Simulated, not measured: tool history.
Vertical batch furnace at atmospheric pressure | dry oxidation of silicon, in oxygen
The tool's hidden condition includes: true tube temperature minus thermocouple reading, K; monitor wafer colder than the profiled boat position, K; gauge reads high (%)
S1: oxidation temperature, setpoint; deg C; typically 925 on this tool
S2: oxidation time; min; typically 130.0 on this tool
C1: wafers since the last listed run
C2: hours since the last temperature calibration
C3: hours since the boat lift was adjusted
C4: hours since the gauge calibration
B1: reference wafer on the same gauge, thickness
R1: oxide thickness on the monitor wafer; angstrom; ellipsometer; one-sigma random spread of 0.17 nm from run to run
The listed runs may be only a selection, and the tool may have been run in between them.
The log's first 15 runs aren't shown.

| run | hour | S1 | S2 | C1 | C2 | C3 | C4 | B1 | R1 |
|---|---|---|---|---|---|---|---|---|---|
| 16 | 931.3 | 925 | 130.0 | 601 | 1373.8 | 5525.7 | 2828.3 | 38.36 | 373.2 |
| 17 | 1019.6 | 925 | 130.0 | 1250 | 1462.1 | 5614.0 | 2916.6 | 38.25 | 373.2 |
| 18 | 1100.5 | 925 | 130.0 | 1145 | 1543.0 | 5694.9 | 2997.5 | 38.33 | 370.8 |
| 19 | 1184.4 | 919 | 130.0 | 1188 | 1626.9 | 5778.8 | 3081.4 | 38.33 | 351.2 |
| 20 | 1230.1 | 908 | 165.5 | 647 | 1672.6 | 5824.5 | 3127.1 | 38.32 | 373.0 |
| 21 | 1295.2 | 925 | 130.0 | 921 | 1737.7 | 5889.6 | 3192.2 | 38.31 | 375.7 |
| 22 | 1373.6 | 925 | 150.0 | 1110 | 1816.1 | 5968.0 | 3270.6 | 38.33 | 417.2 |
| 23 | 1475.4 | 914 | 130.0 | 1441 | 1917.9 | 6069.8 | 3372.4 | 38.27 | 333.3 |
| 24 | 1560.5 | 942 | 185.5 | 1205 | 2003.0 | 6154.9 | 3457.5 | 38.33 | 580.0 |
| 25 | 1668.4 | 925 | 130.0 | 1527 | 2110.9 | 6262.8 | 3565.4 | 38.30 | 373.2 |
| 26 | 1721.9 | 925 | 130.0 | 757 | 2164.4 | 6316.3 | 3618.9 | 38.28 | 374.0 |
| 27 | 1781.0 | 905 | 98.0 | 836 | 2223.5 | 6375.4 | 3678.0 | 38.29 | 250.1 |
|  | 1850.3 | boat lift adjusted |
| 28 | 1860.2 | 925 | 130.0 | 781 | 2302.7 | 9.9 | 3757.2 | 38.29 | 372.6 |
|  | 1897.6 | thermocouples replaced and temperature profile calibrated |
| 29 | 1931.1 | 911 | 153.5 | 664 | 33.5 | 80.8 | 3828.1 | 38.33 | 370.0 |
|  | 1949.5 | gauge calibrated |
| 30 | 2028.6 | 903 | 130.0 | 1380 | 131.0 | 178.3 | 79.1 | 38.29 | 305.3 |
| 31 | 2276.8 | 925 | 130.0 | 3514 | 379.2 | 426.5 | 327.3 | 38.30 | 388.8 |
| 32 | 2366.4 | 938 | 67.0 | 1268 | 468.8 | 516.1 | 416.9 | 38.29 | 279.0 |
|  | 2412.6 | thermocouples replaced and temperature profile calibrated, repeated, since the last time left the tool worse |
| 33 | 2430.8 | 925 | 66.0 | 572 | 18.2 | 580.5 | 481.3 | 38.27 | 226.5 |
| 34 | 2538.6 | 938 | 130.0 | 1526 | 126.0 | 688.3 | 589.1 | 38.27 | 416.9 |
| 35 | 2626.3 | 939 | 183.5 | 1241 | 213.7 | 776.0 | 676.8 | 38.29 | 550.2 |
| 36 | 2724.6 | 901 | 130.0 | 1391 | 312.0 | 874.3 | 775.1 | 38.32 | 284.3 |
| 37 | 2780.0 | 912 | 130.0 | 784 | 367.4 | 929.7 | 830.5 | 38.35 | 319.7 |
| 38 | 2884.3 | 906 | 75.0 | 1476 | 471.7 | 1034.0 | 934.8 | 38.36 | 209.6 |
| 39 | 2933.9 | 900 | 110.0 | 702 | 521.3 | 1083.6 | 984.4 | 38.36 | 254.9 |
| 40 | 3005.1 | 925 | 130.0 | 1008 | 592.5 | 1154.8 | 1055.6 | 38.24 | 368.0 |

Consider 3 possible next runs. They are alternatives, not a sequence: every one starts from the tool as it was left by run 40. What does each give?
| A | 3010.5 | 910 | 130.0 | 76 | 597.9 | 1160.2 | 1061.0 | ? | ? |
| B | 3010.5 | 910 | 83.0 | 76 | 597.9 | 1160.2 | 1061.0 | ? | ? |
| C | 3010.5 | 910 | 96.5 | 76 | 597.9 | 1160.2 | 1061.0 | ? | ? |

| run | B1 | R1 |
|---|---|---|
| A | 38.30 | 315.0 |
| B | 38.30 | 232.5 |
| C | 38.30 | 257.1 |
With the hidden condition removed and each run's random variation left untouched, the same runs would have given:
| run | R1 |
|---|---|
| A | 308.4 |
| B | 227.9 |
| C | 251.9 |
